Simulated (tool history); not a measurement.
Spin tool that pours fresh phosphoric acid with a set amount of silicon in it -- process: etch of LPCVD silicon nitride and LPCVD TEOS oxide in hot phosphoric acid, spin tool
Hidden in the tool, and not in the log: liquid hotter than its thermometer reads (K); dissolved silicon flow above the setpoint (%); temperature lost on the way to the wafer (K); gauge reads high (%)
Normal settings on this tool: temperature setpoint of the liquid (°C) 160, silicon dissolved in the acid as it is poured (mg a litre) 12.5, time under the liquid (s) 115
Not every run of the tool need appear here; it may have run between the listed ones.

run,hour,temperature setpoint of the liquid (°C),silicon dissolved in the acid as it is poured (mg a litre),time under the liquid (s),wafers since the last listed run,hours since the thermometer was replaced,hours since the dissolved silicon flow meter was replaced,hours since the heated supply line was repaired,hours since the gauge calibration,"read-back film thickness of the LPCVD silicon nitride reference wafer, read on the same gauge (nm)","read-back film thickness of the LPCVD TEOS oxide reference wafer, read on the same gauge (nm)",thickness taken off the LPCVD silicon nitride on a monitor wafer (Å),thickness taken off the LPCVD TEOS oxide on a monitor wafer (Å)
1,0,160,12.5,115,0,18,19.7,532.9,67.2,109.97,40.02,100.6,2.85
2,14.8,160,12.5,115,114,32.8,34.5,547.7,82,110.03,40.045,99.9,2.96
3,27.3,160,12.5,115,96,45.3,47,560.2,94.5,110.01,40.028,99.5,3.31
4,38,160,12.5,115,82,56,57.7,570.9,105.2,109.99,39.943,100.2,3.12
5,46.6,161.5,21.5,115,66,64.6,66.3,579.5,113.8,110,39.977,104,2.43
6,56.8,161.5,7,55,78,74.8,76.5,589.7,124,110.01,40.037,50.9,1.73
7,66.9,160,12.5,175,77,84.9,86.6,599.8,134.1,110.02,40.021,152.3,4.11
# hour 68.9: heated supply line repaired
8,76,158,20,155,62,94,95.7,7.1,143.2,110.02,39.98,126.5,2.78
9,92.5,160,17,85,127,110.5,112.2,23.6,159.7,110,40.001,73.5,1.94
10,98.6,157.5,15.5,80,47,116.6,118.3,29.7,165.8,110.01,39.956,63.8,1.53
11,108.7,160,12.5,115,77,126.7,128.4,39.8,175.9,110.02,39.987,99.4,3.25
12,122.8,158,22.5,180,108,140.8,142.5,53.9,190,109.99,40.001,147.2,3.31
13,131.9,160,20.5,165,70,149.9,151.6,63,199.1,110.01,39.986,144.9,3.72
14,143.1,163,2.5,115,86,161.1,162.8,74.2,210.3,110,40.011,109.3,4.29
15,152.7,159,6.5,175,74,170.7,172.4,83.8,219.9,109.99,40.018,148.4,4.71
16,167.2,162.5,20.5,115,111,185.2,186.9,98.3,234.4,109.99,40.053,111.1,3.12
17,181.9,160,5.5,55,113,199.9,201.6,113,249.1,110,39.983,47.2,1.77
18,193.8,158,20,155,91,211.8,213.5,124.9,261,110,40.056,128.7,3.03
19,205.9,160,3,175,93,223.9,225.6,137,273.1,110.01,39.959,150.6,5.53
20,221.1,157.5,5,140,117,239.1,240.8,152.2,288.3,109.96,40.01,112,3.5
21,270.4,158.5,22,115,380,288.4,290.1,201.5,337.6,110.01,40.018,94.4,2.21
22,279.3,160,12.5,115,68,297.3,299,210.4,346.5,109.97,39.99,99.7,2.96

For each run, what was the tool's unlogged condition?
liquid hotter than its thermometer reads (K): 0 on each run
dissolved silicon flow above the setpoint (%): 0 on each run
temperature lost on the way to the wafer (K): 0 on each run
gauge reads high (%): 0 on each run
